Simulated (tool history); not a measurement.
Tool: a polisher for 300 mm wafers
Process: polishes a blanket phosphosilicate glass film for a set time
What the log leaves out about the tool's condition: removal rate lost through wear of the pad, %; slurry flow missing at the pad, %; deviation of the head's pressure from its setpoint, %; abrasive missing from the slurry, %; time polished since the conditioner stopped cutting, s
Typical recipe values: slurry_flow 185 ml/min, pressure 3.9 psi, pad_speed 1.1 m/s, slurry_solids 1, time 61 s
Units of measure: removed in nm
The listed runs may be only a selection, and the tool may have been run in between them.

run	hour	slurry_flow	pressure	pad_speed	slurry_solids	time	wafers since the last listed run	wafers polished on this pad	hours since the slurry nozzle was cleaned	hours since the head pressure was calibrated	hours since the slurry blender was calibrated	hours since the conditioning disc was replaced	incoming thickness of the incoming film, nm	removed
1	0	185	3.9	1.1	1	61	0	421	668	1057.7	453.3	10.8	1997.7	783.1
2	7.9	185	3.9	1.18	1	52	102	524	675.9	1065.6	461.2	18.7	2017.3	691.2
3	17.3	185	3.9	1.1	1	61	121	646	685.3	1075	470.6	28.1	2008.9	771.3
4	34.7	185	3.9	1.1	1	61	225	871	702.7	1092.4	488	45.5	1999.2	772.5
5	44.7	225	3.9	1.1	1	61	129	1001	712.7	1102.4	498	55.5	1994.6	794.6
# hour 52.8: head pressure recalibrated
6	56.9	185	3.9	1.26	1	61	132	1134	724.9	4.1	510.2	67.7	1966	832.1
# hour 68.1: slurry blender recalibrated
7	79	185	3.9	1.32	1	69	260	1394	747	26.2	10.9	89.8	1980.8	949.6
# hour 88.8: worn pad replaced by a new one
8	90.6	120	2.9	1.1	1.25	68	98	23	758.6	37.8	22.5	101.4	2000.8	629.1
9	99.4	185	3.9	1.1	0.8	61	114	137	767.4	46.6	31.3	110.2	1953.2	655.6
10	107.3	185	4.6	1.1	1	49	102	239	775.3	54.5	39.2	118.1	1988.3	719
11	122.8	240	2.5	1.1	1	71	201	441	790.8	70	54.7	133.6	1969.4	600.9
12	137.9	145	3.9	1.24	1	61	195	636	805.9	85.1	69.8	148.7	2009.7	777.1
13	148.3	225	3.9	0.9	0.8	61	134	771	816.3	95.5	80.2	159.1	2014.7	610.2
# hour 157.7: slurry nozzle cleaned
14	163.3	185	3.9	0.88	1	77	181	953	5.6	110.5	95.2	174.1	1998.8	912
15	169.4	185	3.4	1.1	1	43	79	1032	11.7	116.6	101.3	180.2	1991.9	496.7
16	178.2	185	3.9	1.1	1	61	114	1146	20.5	125.4	110.1	189	1994.5	820.1
17	194.4	245	3.9	1.1	1	61	210	1357	36.7	141.6	126.3	205.2	1984.4	858.6
18	201.7	160	3.9	1.1	1	61	94	1451	44	148.9	133.6	212.5	1982.4	811.1
# hour 207.5: worn pad replaced by a new one
19	207.8	145	3.9	1.1	1	44	27	4	50.1	155	139.7	218.6	1957.2	575.4
# hour 235.3: conditioning disc replaced and pad reconditioned
20	235.9	160	2.6	1.1	0.85	61	338	343	78.2	183.1	167.8	0.6	1982	471
21	242.8	185	3.9	1.1	1	61	89	432	85.1	190	174.7	7.5	1998.5	808.2
22	252.8	185	3.9	1.1	1.2	61	129	562	95.1	200	184.7	17.5	1973.4	901.8
23	264.2	185	3.9	1.1	1	61	147	710	106.5	211.4	196.1	28.9	1990.7	808.8
24	279.3	155	3.9	0.9	1	46	195	906	121.6	226.5	211.2	44	1999.9	539.1
25	286.6	185	3.9	1.1	1	61	94	1000	128.9	233.8	218.5	51.3	2000.1	790.7
# hour 306.5: worn pad replaced by a new one
26	335.5	185	3.9	1.1	1	41	582	376	177.8	282.7	267.4	100.2	1974.8	538.6

4 options for the next run, each taken on its own from the tool as it stands now. Forecast them:
A	335.9	185	3.1	1.1	1	61	5	381	178.2	283.1	267.8	100.6	1992	?
B	335.9	185	3.4	1.1	1	61	5	381	178.2	283.1	267.8	100.6	1992	?
C	335.9	225	3.9	1.1	0.9	61	5	381	178.2	283.1	267.8	100.6	1992	?
D	335.9	185	3.9	0.88	1	61	5	381	178.2	283.1	267.8	100.6	1992	?

run	removed
A	647.5
B	710.2
C	784.8
D	727
Without the tool's unlogged condition, the same runs would have read:
run	removed
A	656.9
B	720.5
C	794.2
D	737.6
